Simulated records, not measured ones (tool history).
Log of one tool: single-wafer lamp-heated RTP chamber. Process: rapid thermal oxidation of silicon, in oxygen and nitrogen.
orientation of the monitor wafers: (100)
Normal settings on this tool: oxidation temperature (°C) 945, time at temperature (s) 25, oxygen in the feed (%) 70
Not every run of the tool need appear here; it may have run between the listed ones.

| run | day | oxidation temperature (°C) | time at temperature (s) | oxygen in the feed (%) | wafers since the last listed run | wafers since the last pyrometer calibration | hours since the oxygen flow controller was replaced | hours since the gauge calibration | read-back reference wafer on the same gauge, thickness | oxide thickness on the monitor wafer (angstrom) |
|---|---|---|---|---|---|---|---|---|---|---|
| 1 | 0.000 | 945 | 25 | 70 | 0 | 4101 | 2378.5 | 399.1 | 2.899 | 28.07 |
| 2 | 1.067 | 945 | 25 | 70 | 298 | 4400 | 2404.1 | 424.7 | 2.901 | 28.07 |
| 3 | 1.933 | 945 | 25 | 70 | 242 | 4642 | 2424.9 | 445.5 | 2.901 | 28.04 |
|  | 2.608 | pyrometer window cleaned and pyrometer calibrated |
| 4 | 2.800 | 961 | 25 | 70 | 149 | 53 | 2445.7 | 466.3 | 2.902 | 29.88 |
| 5 | 4.296 | 961 | 25 | 70 | 418 | 472 | 2481.6 | 502.2 | 2.899 | 30.02 |
| 6 | 4.821 | 961 | 25 | 70 | 146 | 619 | 2494.2 | 514.8 | 2.898 | 30.09 |
| 7 | 7.662 | 945 | 25 | 70 | 795 | 1414 | 2562.4 | 583.0 | 2.898 | 27.89 |
| 8 | 8.975 | 945 | 25 | 70 | 367 | 1782 | 2593.9 | 614.5 | 2.901 | 27.98 |
| 9 | 11.567 | 945 | 25 | 86 | 725 | 2507 | 2656.1 | 676.7 | 2.899 | 29.24 |
| 10 | 12.446 | 945 | 25 | 86 | 246 | 2753 | 2677.2 | 697.8 | 2.901 | 29.16 |
| 11 | 13.858 | 945 | 25 | 70 | 395 | 3148 | 2711.1 | 731.7 | 2.900 | 28.05 |
| 12 | 15.004 | 945 | 25 | 70 | 320 | 3469 | 2738.6 | 759.2 | 2.899 | 28.12 |
|  | 15.883 | oxygen flow controller replaced |
| 13 | 15.988 | 945 | 25 | 70 | 181 | 3651 | 2.5 | 782.8 | 2.901 | 28.13 |
|  | 16.592 | pyrometer window cleaned and pyrometer calibrated |
| 14 | 16.612 | 945 | 18 | 70 | 81 | 5 | 17.5 | 797.8 | 2.899 | 25.61 |
| 15 | 19.625 | 945 | 33 | 70 | 843 | 848 | 89.8 | 870.1 | 2.899 | 30.28 |
|  | 20.842 | gauge calibrated |
| 16 | 22.229 | 926 | 25 | 70 | 728 | 1577 | 152.3 | 33.3 | 2.901 | 25.87 |
| 17 | 23.371 | 945 | 25 | 70 | 319 | 1897 | 179.7 | 60.7 | 2.899 | 28.05 |
| 18 | 24.454 | 966 | 25 | 70 | 303 | 2200 | 205.7 | 86.7 | 2.898 | 31.15 |
| 19 | 25.075 | 945 | 17 | 70 | 173 | 2374 | 220.6 | 101.6 | 2.902 | 25.46 |
| 20 | 25.817 | 959 | 25 | 70 | 207 | 2581 | 238.4 | 119.4 | 2.901 | 29.98 |
| 21 | 26.396 | 960 | 25 | 45 | 162 | 2743 | 252.3 | 133.3 | 2.900 | 27.53 |
| 22 | 27.179 | 963 | 31 | 57 | 219 | 2962 | 271.1 | 152.1 | 2.902 | 31.24 |
| 23 | 28.279 | 945 | 25 | 70 | 307 | 3270 | 297.5 | 178.5 | 2.897 | 28.02 |
| 24 | 28.850 | 945 | 25 | 70 | 159 | 3430 | 311.2 | 192.2 | 2.900 | 28.05 |
| 25 | 29.496 | 945 | 14 | 96 | 180 | 3611 | 326.7 | 207.7 | 2.899 | 25.62 |
|  | 30.158 | pyrometer window cleaned and pyrometer calibrated |
| 26 | 30.788 | 972 | 30 | 96 | 268 | 176 | 357.7 | 238.7 | 2.901 | 36.91 |
| 27 | 32.117 | 959 | 25 | 70 | 371 | 548 | 389.6 | 270.6 | 2.902 | 29.80 |

What if the next run were any one of these 3? Each begins from the tool's condition after run 27:
| A | 32.133 | 945 | 25 | 70 | 4 | 552 | 390.0 | 271.0 | ? | ? |
| B | 32.133 | 945 | 14 | 70 | 4 | 552 | 390.0 | 271.0 | ? | ? |
| C | 32.133 | 919 | 35 | 70 | 4 | 552 | 390.0 | 271.0 | ? | ? |

| run | read-back reference wafer on the same gauge, thickness | oxide thickness on the monitor wafer (angstrom) |
|---|---|---|
| A | 2.900 | 27.77 |
| B | 2.900 | 24.27 |
| C | 2.900 | 27.12 |
Without the tool's hidden state the same runs would have given:
| run | oxide thickness on the monitor wafer (angstrom) |
|---|---|
| A | 27.63 |
| B | 24.18 |
| C | 27.00 |
